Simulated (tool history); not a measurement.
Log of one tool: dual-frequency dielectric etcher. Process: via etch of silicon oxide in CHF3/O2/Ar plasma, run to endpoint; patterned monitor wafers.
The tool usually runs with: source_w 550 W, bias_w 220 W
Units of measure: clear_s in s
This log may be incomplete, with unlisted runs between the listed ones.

run	hour	source_w	bias_w	wafers since the last listed run	hours since the last wet clean	hours since the last source power generator calibration	hours since the last bias power generator calibration	hours since the last upper electrode change	incoming incoming film thickness, nm	clear_s
1	0.0	600	251	0	320.3	2524.8	3643.5	3036.1	627.8	270.9
2	12.1	600	251	48	332.4	2536.9	3655.6	3048.2	618.2	267.6
3	28.7	600	251	66	349.0	2553.5	3672.2	3064.8	622.6	267.1
4	43.4	550	220	59	363.7	2568.2	3686.9	3079.5	618.5	290.8
5	57.3	660	200	55	377.6	2582.1	3700.8	3093.4	615.2	275.9
6	70.6	660	200	53	390.9	2595.4	3714.1	3106.7	624.1	280.4
7	79.8	550	220	37	400.1	2604.6	3723.3	3115.9	625.4	292.9
8	87.7	550	220	31	408.0	2612.5	3731.2	3123.8	623.5	294.3
9	105.0	550	220	69	425.3	2629.8	3748.5	3141.1	619.7	288.7
10	122.8	550	220	71	443.1	2647.6	3766.3	3158.9	623.9	291.7
11	129.5	550	220	26	449.8	2654.3	3773.0	3165.6	620.5	288.6
12	139.7	550	220	41	460.0	2664.5	3783.2	3175.8	621.4	289.2
13	157.5	550	220	71	477.8	2682.3	3801.0	3193.6	618.1	284.0
14	174.4	550	220	68	494.7	2699.2	3817.9	3210.5	619.9	286.9
# hour 205.1: bias power generator calibrated
# hour 207.2: upper electrode replaced
15	207.7	550	220	109	528.0	2732.5	2.6	0.5	618.9	285.7
16	208.1	470	252	1	528.4	2732.9	3.0	0.9	623.2	289.3
# hour 236.1: wet clean of the chamber
17	251.1	550	220	76	15.0	2775.9	46.0	43.9	618.0	297.8
18	259.1	590	201	32	23.0	2783.9	54.0	51.9	621.9	296.6
19	271.8	550	165	51	35.7	2796.6	66.7	64.6	623.7	334.4
# hour 282.3: source power generator calibrated
20	285.9	550	220	40	49.8	3.6	80.8	78.7	620.5	295.9
21	296.6	550	220	43	60.5	14.3	91.5	89.4	623.4	299.1
22	308.3	640	245	47	72.2	26.0	103.2	101.1	619.6	266.6
23	326.9	550	235	74	90.8	44.6	121.8	119.7	620.1	286.1
24	376.6	550	249	200	140.5	94.3	171.5	169.4	618.7	280.7
25	387.0	420	220	41	150.9	104.7	181.9	179.8	620.8	324.6
26	401.1	470	204	56	165.0	118.8	196.0	193.9	612.5	317.5
27	408.7	550	220	30	172.6	126.4	203.6	201.5	625.5	294.3

Forecast each of these 5 alternatives for the next run:
A	409.2	550	273	2	173.1	126.9	204.1	202.0	627.8	?
B	409.2	410	220	2	173.1	126.9	204.1	202.0	627.8	?
C	409.2	550	182	2	173.1	126.9	204.1	202.0	627.8	?
D	409.2	670	253	2	173.1	126.9	204.1	202.0	627.8	?
E	409.2	450	220	2	173.1	126.9	204.1	202.0	627.8	?

run	clear_s
A	270.1
B	329.9
C	314.8
D	257.3
E	317.8
What these runs would have given with no unlogged condition in the tool:
run	clear_s
A	277.2
B	338.6
C	323.0
D	264.1
E	326.1
